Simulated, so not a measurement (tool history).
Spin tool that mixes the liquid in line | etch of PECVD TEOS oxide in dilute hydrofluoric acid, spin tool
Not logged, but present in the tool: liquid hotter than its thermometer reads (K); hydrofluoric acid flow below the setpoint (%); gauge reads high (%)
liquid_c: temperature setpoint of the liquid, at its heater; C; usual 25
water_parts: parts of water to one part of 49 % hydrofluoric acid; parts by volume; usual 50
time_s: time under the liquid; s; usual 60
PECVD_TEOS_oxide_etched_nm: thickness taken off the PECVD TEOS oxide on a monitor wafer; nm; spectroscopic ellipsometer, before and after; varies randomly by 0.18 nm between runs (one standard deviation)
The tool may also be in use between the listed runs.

| run | hour | liquid_c | water_parts | time_s | wafers since the last listed run | hours since the thermometer was replaced | hours since the hydrofluoric acid flow meter was replaced | hours since the gauge calibration | read-back film thickness of the PECVD TEOS oxide reference wafer, read on the same gauge (nm) | PECVD_TEOS_oxide_etched_nm |
|---|---|---|---|---|---|---|---|---|---|---|
| 1 | 0 | 25 | 50 | 60 | 0 | 1686.4 | 231.7 | 37.6 | 80.01 | 38.73 |
| 2 | 61.2 | 25 | 50 | 60 | 490 | 1747.6 | 292.9 | 98.8 | 80.01 | 38.55 |
| 3 | 97.1 | 25 | 50 | 60 | 287 | 1783.5 | 328.8 | 134.7 | 80.01 | 38.73 |
| 4 | 146.1 | 28.5 | 50 | 50 | 392 | 1832.5 | 377.8 | 183.7 | 79.99 | 37.02 |
| 5 | 212 | 25 | 50 | 60 | 527 | 1898.4 | 443.7 | 249.6 | 80 | 38.77 |
| 6 | 260.9 | 25 | 50 | 60 | 391 | 1947.3 | 492.6 | 298.5 | 79.97 | 38.69 |
|  | 272 | hydrofluoric acid flow meter replaced |
| 7 | 291.3 | 25 | 50 | 60 | 235 | 1977.7 | 19.3 | 328.9 | 80.03 | 39.56 |
| 8 | 336.8 | 21 | 70 | 60 | 364 | 2023.2 | 64.8 | 374.4 | 80 | 23.28 |
|  | 363.8 | gauge calibrated |
| 9 | 394.7 | 25 | 50 | 25 | 463 | 2081.1 | 122.7 | 30.9 | 79.99 | 16.58 |
|  | 402.4 | thermometer replaced |
| 10 | 421.7 | 25 | 50 | 60 | 208 | 19.3 | 149.7 | 57.9 | 80 | 36.87 |
| 11 | 457.4 | 25 | 50 | 25 | 285 | 55 | 185.4 | 93.6 | 80.02 | 15.31 |
| 12 | 500.3 | 26.5 | 50 | 40 | 343 | 97.9 | 228.3 | 136.5 | 80 | 25.66 |
| 13 | 542.9 | 28.5 | 30 | 45 | 341 | 140.5 | 270.9 | 179.1 | 79.97 | 54.36 |
| 14 | 575.9 | 27 | 70 | 45 | 264 | 173.5 | 303.9 | 212.1 | 79.98 | 20.58 |

Hidden state at the last listed run before each entry between runs and at the first one after, where it differs:
Runs 6 to 7: hydrofluoric acid flow meter replaced (hour 272)
  liquid hotter than its thermometer reads (K): 2.06 -> 2.1; hydrofluoric acid flow below the setpoint (%): 2.29 -> 0.143
  the result without the hidden state subtracted from the measured one, PECVD_TEOS_oxide_etched_nm: +2.2 -> +3.17 nm
Runs 8 to 9: gauge calibrated (hour 363.8)
  liquid hotter than its thermometer reads (K): 2.14 -> 2.2; hydrofluoric acid flow below the setpoint (%): 0.337 -> 0.584
  the result without the hidden state subtracted from the measured one, PECVD_TEOS_oxide_etched_nm: +1.88 -> +1.32 nm
Runs 9 to 10: thermometer replaced (hour 402.4)
  liquid hotter than its thermometer reads (K): 2.2 -> 0.17; hydrofluoric acid flow below the setpoint (%): 0.584 -> 0.698
  the result without the hidden state subtracted from the measured one, PECVD_TEOS_oxide_etched_nm: +1.32 -> -0.02 nm

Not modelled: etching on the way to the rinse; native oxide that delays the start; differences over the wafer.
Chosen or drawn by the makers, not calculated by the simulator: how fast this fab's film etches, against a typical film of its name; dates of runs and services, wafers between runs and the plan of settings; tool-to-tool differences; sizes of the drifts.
